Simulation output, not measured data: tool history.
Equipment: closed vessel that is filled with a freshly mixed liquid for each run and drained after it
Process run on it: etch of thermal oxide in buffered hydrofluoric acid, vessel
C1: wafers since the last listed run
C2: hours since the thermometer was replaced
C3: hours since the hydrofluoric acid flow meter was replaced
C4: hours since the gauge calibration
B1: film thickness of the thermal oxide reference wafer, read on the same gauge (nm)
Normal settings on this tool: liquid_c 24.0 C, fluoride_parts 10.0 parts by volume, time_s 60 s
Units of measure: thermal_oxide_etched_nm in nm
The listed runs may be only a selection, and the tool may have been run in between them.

run 1 hour=0.0 | liquid_c=25.5 fluoride_parts=10.0 time_s=60 | C1=0 C2=773.6 C3=437.9 C4=542.4 | B1=40.01 | thermal_oxide_etched_nm=74.86
run 2 hour=31.5 | liquid_c=24.0 fluoride_parts=10.0 time_s=60 | C1=4765 C2=805.1 C3=469.4 C4=573.9 | B1=40.00 | thermal_oxide_etched_nm=68.51
-- hour=51.3 hydrofluoric acid flow meter replaced
run 3 hour=88.3 | liquid_c=24.0 fluoride_parts=10.0 time_s=60 | C1=8441 C2=861.9 C3=37.0 C4=630.7 | B1=40.02 | thermal_oxide_etched_nm=68.05
run 4 hour=110.3 | liquid_c=24.0 fluoride_parts=10.0 time_s=80 | C1=3328 C2=883.9 C3=59.0 C4=652.7 | B1=40.01 | thermal_oxide_etched_nm=90.86
run 5 hour=139.3 | liquid_c=24.0 fluoride_parts=10.0 time_s=60 | C1=4387 C2=912.9 C3=88.0 C4=681.7 | B1=40.00 | thermal_oxide_etched_nm=67.22
run 6 hour=159.5 | liquid_c=24.0 fluoride_parts=10.0 time_s=60 | C1=3055 C2=933.1 C3=108.2 C4=701.9 | B1=40.00 | thermal_oxide_etched_nm=67.84
run 7 hour=174.5 | liquid_c=24.0 fluoride_parts=10.0 time_s=60 | C1=2269 C2=948.1 C3=123.2 C4=716.9 | B1=40.00 | thermal_oxide_etched_nm=68.24
run 8 hour=205.9 | liquid_c=24.0 fluoride_parts=10.0 time_s=60 | C1=4750 C2=979.5 C3=154.6 C4=748.3 | B1=40.00 | thermal_oxide_etched_nm=68.34
run 9 hour=309.0 | liquid_c=24.0 fluoride_parts=10.0 time_s=60 | C1=15596 C2=1082.6 C3=257.7 C4=851.4 | B1=40.00 | thermal_oxide_etched_nm=69.18
run 10 hour=334.4 | liquid_c=24.0 fluoride_parts=10.0 time_s=60 | C1=3842 C2=1108.0 C3=283.1 C4=876.8 | B1=39.99 | thermal_oxide_etched_nm=67.43
run 11 hour=355.7 | liquid_c=24.0 fluoride_parts=11.0 time_s=40 | C1=3222 C2=1129.3 C3=304.4 C4=898.1 | B1=39.99 | thermal_oxide_etched_nm=41.71
run 12 hour=384.6 | liquid_c=24.0 fluoride_parts=11.0 time_s=40 | C1=4371 C2=1158.2 C3=333.3 C4=927.0 | B1=40.01 | thermal_oxide_etched_nm=41.12
-- hour=393.6 gauge calibrated
run 13 hour=419.5 | liquid_c=24.0 fluoride_parts=11.0 time_s=40 | C1=5279 C2=1193.1 C3=368.2 C4=25.9 | B1=40.01 | thermal_oxide_etched_nm=41.37
run 14 hour=453.0 | liquid_c=24.0 fluoride_parts=10.0 time_s=60 | C1=5067 C2=1226.6 C3=401.7 C4=59.4 | B1=39.99 | thermal_oxide_etched_nm=69.13
run 15 hour=473.8 | liquid_c=24.0 fluoride_parts=9.0 time_s=75 | C1=3146 C2=1247.4 C3=422.5 C4=80.2 | B1=40.00 | thermal_oxide_etched_nm=91.86
run 16 hour=499.9 | liquid_c=26.0 fluoride_parts=11.0 time_s=30 | C1=3948 C2=1273.5 C3=448.6 C4=106.3 | B1=40.00 | thermal_oxide_etched_nm=34.56
run 17 hour=512.7 | liquid_c=24.0 fluoride_parts=10.0 time_s=60 | C1=1936 C2=1286.3 C3=461.4 C4=119.1 | B1=40.00 | thermal_oxide_etched_nm=68.50
-- hour=528.3 hydrofluoric acid flow meter replaced
run 18 hour=546.6 | liquid_c=24.0 fluoride_parts=10.0 time_s=60 | C1=4977 C2=1320.2 C3=18.3 C4=153.0 | B1=40.01 | thermal_oxide_etched_nm=68.58
run 19 hour=562.2 | liquid_c=26.5 fluoride_parts=12.5 time_s=70 | C1=2359 C2=1335.8 C3=33.9 C4=168.6 | B1=40.01 | thermal_oxide_etched_nm=73.66
run 20 hour=591.5 | liquid_c=27.0 fluoride_parts=10.0 time_s=60 | C1=4432 C2=1365.1 C3=63.2 C4=197.9 | B1=40.01 | thermal_oxide_etched_nm=80.60
-- hour=607.9 thermometer replaced
run 21 hour=614.1 | liquid_c=19.5 fluoride_parts=13.0 time_s=75 | C1=3267 C2=6.2 C3=85.8 C4=220.5 | B1=39.99 | thermal_oxide_etched_nm=50.75
run 22 hour=641.3 | liquid_c=22.5 fluoride_parts=10.0 time_s=60 | C1=4114 C2=33.4 C3=113.0 C4=247.7 | B1=40.00 | thermal_oxide_etched_nm=63.15
run 23 hour=664.0 | liquid_c=24.0 fluoride_parts=10.0 time_s=60 | C1=3434 C2=56.1 C3=135.7 C4=270.4 | B1=39.99 | thermal_oxide_etched_nm=69.39
run 24 hour=696.6 | liquid_c=24.0 fluoride_parts=10.0 time_s=60 | C1=4931 C2=88.7 C3=168.3 C4=303.0 | B1=39.99 | thermal_oxide_etched_nm=68.27
run 25 hour=712.2 | liquid_c=26.5 fluoride_parts=11.5 time_s=45 | C1=2359 C2=104.3 C3=183.9 C4=318.6 | B1=40.01 | thermal_oxide_etched_nm=51.15
run 26 hour=735.5 | liquid_c=25.5 fluoride_parts=6.0 time_s=30 | C1=3524 C2=127.6 C3=207.2 C4=341.9 | B1=40.01 | thermal_oxide_etched_nm=59.97
run 27 hour=752.6 | liquid_c=26.5 fluoride_parts=8.5 time_s=80 | C1=2586 C2=144.7 C3=224.3 C4=359.0 | B1=39.99 | thermal_oxide_etched_nm=118.91
run 28 hour=771.6 | liquid_c=20.5 fluoride_parts=10.0 time_s=35 | C1=2874 C2=163.7 C3=243.3 C4=378.0 | B1=39.99 | thermal_oxide_etched_nm=32.87
run 29 hour=796.0 | liquid_c=24.0 fluoride_parts=11.0 time_s=60 | C1=3691 C2=188.1 C3=267.7 C4=402.4 | B1=39.99 | thermal_oxide_etched_nm=62.23
run 30 hour=814.0 | liquid_c=24.0 fluoride_parts=10.0 time_s=60 | C1=2723 C2=206.1 C3=285.7 C4=420.4 | B1=40.01 | thermal_oxide_etched_nm=68.19
run 31 hour=838.5 | liquid_c=25.5 fluoride_parts=11.0 time_s=35 | C1=3706 C2=230.6 C3=310.2 C4=444.9 | B1=40.01 | thermal_oxide_etched_nm=39.29

Across each entry between runs, compare the hidden state at the last listed run before it with the hidden state at the first listed run after it:
Between runs 2 and 3: hydrofluoric acid flow meter replaced (hour 51.3)
  the hidden state is the same at both runs
Between runs 12 and 13: gauge calibrated (hour 393.6)
  the hidden state is the same at both runs
Between runs 17 and 18: hydrofluoric acid flow meter replaced (hour 528.3)
  the hidden state is the same at both runs
Between runs 20 and 21: thermometer replaced (hour 607.9)
  the hidden state is the same at both runs
